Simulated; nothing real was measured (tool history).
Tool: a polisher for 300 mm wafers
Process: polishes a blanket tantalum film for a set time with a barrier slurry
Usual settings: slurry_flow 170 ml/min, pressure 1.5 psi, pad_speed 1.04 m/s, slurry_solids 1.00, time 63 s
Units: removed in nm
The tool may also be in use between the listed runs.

run	hour	slurry_flow	pressure	pad_speed	slurry_solids	time	wafers since the last listed run	wafers polished on this pad	hours since the slurry nozzle was cleaned	hours since the head pressure was calibrated	hours since the slurry blender was calibrated	incoming thickness of the incoming film, nm	removed
1	0.0	170	1.5	1.04	1.00	63	0	1244	15.7	783.3	386.0	426.5	79.9
# hour 6.7: worn pad replaced by a new one
2	12.5	170	1.5	1.04	1.00	63	62	42	28.2	795.8	398.5	425.2	81.1
3	60.9	170	1.5	1.04	1.00	63	356	399	76.6	844.2	446.9	416.9	78.0
4	70.2	170	1.5	1.04	0.90	63	68	467	85.9	853.5	456.2	411.4	72.2
5	77.0	170	1.5	1.04	0.90	63	50	517	92.7	860.3	463.0	423.2	73.7
# hour 81.5: head pressure recalibrated
6	88.1	170	1.5	1.04	1.00	63	67	585	103.8	6.6	474.1	418.7	75.7
7	96.6	170	1.5	1.04	1.00	63	62	647	112.3	15.1	482.6	418.6	76.0
# hour 102.5: slurry blender recalibrated
8	111.7	170	1.5	1.04	0.80	63	96	744	127.4	30.2	9.2	421.2	59.9
9	120.8	170	1.1	1.04	1.00	49	67	811	136.5	39.3	18.3	427.6	39.1
10	137.8	170	1.5	1.04	1.00	43	125	936	153.5	56.3	35.3	412.0	46.2
11	147.8	155	1.5	1.04	1.00	63	73	1010	163.5	66.3	45.3	412.9	66.8
12	163.0	170	1.5	1.04	1.00	63	112	1122	178.7	81.5	60.5	419.6	66.5
13	177.1	170	1.5	0.76	1.10	63	103	1226	192.8	95.6	74.6	415.3	51.7
14	187.2	230	1.1	1.04	1.15	52	74	1300	202.9	105.7	84.7	413.6	44.1
15	196.3	220	1.5	1.04	0.85	63	67	1367	212.0	114.8	93.8	421.7	64.4
# hour 210.2: worn pad replaced by a new one
# hour 213.0: slurry blender recalibrated, repeated, since the last time left the tool worse
16	213.6	170	1.5	1.32	0.85	63	83	10	229.3	132.1	0.6	416.4	103.8
17	221.4	170	1.5	1.04	1.00	63	57	67	237.1	139.9	8.4	420.1	85.2
18	227.8	170	1.5	0.90	1.00	63	47	114	243.5	146.3	14.8	416.2	74.1
19	235.8	190	1.5	1.04	0.70	69	58	173	251.5	154.3	22.8	414.7	80.5
20	251.3	170	1.1	1.04	1.00	63	114	288	267.0	169.8	38.3	415.5	62.7
21	268.8	170	1.5	1.32	1.00	76	128	417	284.5	187.3	55.8	413.2	128.8
22	285.1	170	1.5	1.04	1.00	82	120	537	300.8	203.6	72.1	422.8	111.6
23	300.2	170	1.5	1.04	1.25	57	111	648	315.9	218.7	87.2	417.9	79.5
24	317.5	170	1.1	1.04	0.75	63	127	776	333.2	236.0	104.5	425.6	57.1
25	358.5	170	1.5	1.04	1.00	63	302	1078	374.2	277.0	145.5	427.0	84.4
26	372.1	170	1.5	1.04	1.00	43	100	1178	387.8	290.6	159.1	422.6	58.1
27	384.9	170	1.5	1.04	1.00	63	94	1273	400.6	303.4	171.9	422.0	84.3
28	392.5	170	1.2	1.36	1.00	63	56	1329	408.2	311.0	179.5	418.2	86.7
# hour 406.8: worn pad replaced by a new one
29	410.3	170	1.5	1.04	1.00	63	101	25	426.0	328.8	197.3	421.1	82.7
30	425.2	170	1.5	1.22	1.00	63	109	135	440.9	343.7	212.2	429.1	96.6
31	442.8	170	1.5	1.04	1.00	51	129	265	458.5	361.3	229.8	414.0	66.4

Hidden state at the last listed run before each entry between runs and at the first one after, where it differs:
Between runs 1 and 2: worn pad replaced by a new one (hour 6.7)
  abrasive missing from the slurry, %: 18 -> 19.1
  measured less the result without the state, removed: -5.3 -> -5.8 nm
Between runs 5 and 6: head pressure recalibrated (hour 81.5)
  abrasive missing from the slurry, %: 25.5 -> 26.8
  measured less the result without the state, removed: -8.4 -> -8.5 nm
Between runs 7 and 8: slurry blender recalibrated (hour 102.5)
  abrasive missing from the slurry, %: 27.7 -> 44.2
  measured less the result without the state, removed: -8.9 -> -17.3 nm
Between runs 15 and 16: worn pad replaced by a new one (hour 210.2); slurry blender recalibrated, repeated, since the last time left the tool worse (hour 213.0)
  abrasive missing from the slurry, %: 45.2 -> 1.33
  measured less the result without the state, removed: -18.6 -> -0.5 nm
Between runs 28 and 29: worn pad replaced by a new one (hour 406.8)
  abrasive missing from the slurry, %: 5.08 -> 5.85
  measured less the result without the state, removed: -1.4 -> -1.5 nm
